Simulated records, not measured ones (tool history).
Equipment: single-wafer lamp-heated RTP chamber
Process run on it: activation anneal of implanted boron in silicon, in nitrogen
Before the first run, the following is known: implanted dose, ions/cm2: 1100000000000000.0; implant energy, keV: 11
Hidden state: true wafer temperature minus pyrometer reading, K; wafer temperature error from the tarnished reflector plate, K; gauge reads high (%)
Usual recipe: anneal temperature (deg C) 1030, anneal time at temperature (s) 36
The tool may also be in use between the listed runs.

run,hour,anneal temperature (deg C),anneal time at temperature (s),wafers since the last listed run,wafers since the last pyrometer calibration,wafers since the reflector plate was cleaned,hours since the gauge calibration,"read-back reference wafer on the same gauge, sheet resistance",sheet resistance of the implanted and annealed layer (ohm/square)
1,0,1030,27,0,561,6002,261.8,140.03,129.03
2,36.6,1030,27,529,1090,6532,298.4,139.73,127.07
3,90.3,1030,27,776,1867,7308,352.1,139.83,126.67
4,120.9,1017,36,442,2309,7751,382.7,140.38,127.83
5,185.9,1047,36,939,3249,8691,447.7,140.29,122.3
6,245.6,1040,52,863,4112,9554,507.4,140.4,121.07
7,287.8,1030,36,610,4723,10164,549.6,139.85,126.92
8,335,1030,36,682,5405,10847,596.8,139.95,124.64
# hour 363.5: pyrometer window cleaned and pyrometer calibrated
9,374.2,1030,36,451,155,11298,636,139.78,125.97
10,427.4,1054,36,769,924,12067,689.2,139.96,120.47
11,476.8,1030,36,714,1638,12782,738.6,140.21,124.76
# hour 515.3: reflector plate cleaned
12,525.4,1030,36,587,2226,146,787.2,140.38,125.38
13,601.1,1030,36,1094,3320,1241,862.9,139.81,126.12
14,636.5,1030,36,511,3832,1753,898.3,140.25,125.94
15,672,1021,36,513,4346,2266,933.8,139.93,128.11
16,701.8,1041,16,430,4777,2697,963.6,140.05,126.96
17,731.3,1019,24,426,5203,3124,993.1,139.63,130.28
18,766.3,1041,52,506,5709,3630,1028.1,139.42,121.58
19,811.9,1030,21,659,6369,4289,1073.7,139.74,128
# hour 829.5: pyrometer window cleaned and pyrometer calibrated
20,841.2,1030,27,308,169,4597,1103,139.95,127.19
21,900.6,1016,36,859,1028,5456,1162.4,139.84,129.28
# hour 928.2: gauge calibrated
22,948.3,1030,36,689,1718,6146,20.1,139.56,126.6
23,1000.4,1030,42,753,2471,6900,72.2,140.23,124.56
24,1025.8,1060,36,367,2839,7267,97.6,139.81,120.02
25,1051.3,1054,44,368,3207,7636,123.1,139.71,119.76
26,1118.9,1014,54,977,4185,8613,190.7,139.74,127.32
27,1144.6,1030,36,371,4557,8985,216.4,139.89,126.52
28,1176.2,1030,48,456,5014,9442,248,139.65,124.34
29,1202.3,1030,23,377,5391,9819,274.1,139.44,126.58

Branching from run 29: 3 alternative next runs. What would each branch give?
A,1202.7,1038,36,5,5397,9825,274.5,?,?
B,1202.7,1059,16,5,5397,9825,274.5,?,?
C,1202.7,1044,52,5,5397,9825,274.5,?,?

run,"read-back reference wafer on the same gauge, sheet resistance",sheet resistance of the implanted and annealed layer (ohm/square)
A,139.86,123.17
B,139.86,123.36
C,139.86,120.13
Stripped of hidden state, with their random variation kept, the same runs would have yielded:
run,sheet resistance of the implanted and annealed layer (ohm/square)
A,123.17
B,123.36
C,120.13

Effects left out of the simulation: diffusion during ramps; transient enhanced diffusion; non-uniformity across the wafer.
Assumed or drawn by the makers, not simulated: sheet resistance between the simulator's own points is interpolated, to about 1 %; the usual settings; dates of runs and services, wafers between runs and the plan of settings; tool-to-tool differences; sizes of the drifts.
